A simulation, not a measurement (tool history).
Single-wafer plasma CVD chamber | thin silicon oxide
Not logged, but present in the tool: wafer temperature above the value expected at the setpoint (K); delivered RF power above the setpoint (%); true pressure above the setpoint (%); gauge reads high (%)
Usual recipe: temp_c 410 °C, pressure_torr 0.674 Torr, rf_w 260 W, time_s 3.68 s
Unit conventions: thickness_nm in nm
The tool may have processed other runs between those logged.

run   hour  temp_c  pressure_torr  rf_w  time_s  wafers since the last listed run  hours since the last thermocouple change  hours since the last RF generator calibration  hours since the last manometer calibration  hours since the showerhead was replaced  hours since the gauge calibration  read-back reference wafer on the same gauge, thickness_nm  thickness_nm
  1    0.0     410          0.674   260    3.68                                 0                                    1488.0                                         1690.2                                      1437.7                                   6177.7                              208.8                                                      5.794         5.759
  2   16.7     410          0.674   260    3.68                               771                                    1504.7                                         1706.9                                      1454.4                                   6194.4                              225.5                                                      5.802         5.786
  3   44.0     410          0.674   260    3.68                              1261                                    1532.0                                         1734.2                                      1481.7                                   6221.7                              252.8                                                      5.800         5.776
  4   64.3     410          0.674   260    3.68                               938                                    1552.3                                         1754.5                                      1502.0                                   6242.0                              273.1                                                      5.811         5.770
  5   82.2     410          0.674   260    3.68                               827                                    1570.2                                         1772.4                                      1519.9                                   6259.9                              291.0                                                      5.806         5.753
  6  141.7     410          0.674   260    3.68                              2750                                    1629.7                                         1831.9                                      1579.4                                   6319.4                              350.5                                                      5.788         5.809
  7  162.1     410          0.674   260    3.68                               942                                    1650.1                                         1852.3                                      1599.8                                   6339.8                              370.9                                                      5.803         5.826
     190.1  -- RF generator calibrated
  8  190.6     410          0.674   260    3.68                               947                                    1678.6                                            0.5                                      1628.3                                   6368.3                              399.4                                                      5.799         5.843
  9  208.0     410          0.674   260    3.68                               804                                    1696.0                                           17.9                                      1645.7                                   6385.7                              416.8                                                      5.810         5.821
     221.9  -- thermocouple changed; heater temperature recalibrated
 10  235.0     410          0.674   260    3.34                               878                                      13.1                                           44.9                                      1672.7                                   6412.7                              443.8                                                      5.809         5.302
 11  254.3     410          0.582   260    3.68                               892                                      32.4                                           64.2                                      1692.0                                   6432.0                              463.1                                                      5.802         5.056
 12  289.9     403          0.674   225    3.68                              1645                                      68.0                                           99.8                                      1727.6                                   6467.6                              498.7                                                      5.794         5.584
 13  309.4     410          0.674   305    3.68                               901                                      87.5                                          119.3                                      1747.1                                   6487.1                              518.2                                                      5.795         6.228
     319.9  -- showerhead replaced
 14  331.2     402          0.783   260    3.68                               637                                     109.3                                          141.1                                      1768.9                                     11.3                              540.0                                                      5.792         6.812

What does the tool deliver on the next run?
 15  360.9     421          0.566   295    3.68                              1372                                     139.0                                          170.8                                      1798.6                                     41.0                              569.7                                                          ?             ?

read-back reference wafer on the same gauge, thickness_nm: 5.796
thickness_nm: 5.170 nm
On a tool with no hidden condition, and with the same random variation, this run would have come out at thickness_nm 4.802 nm.
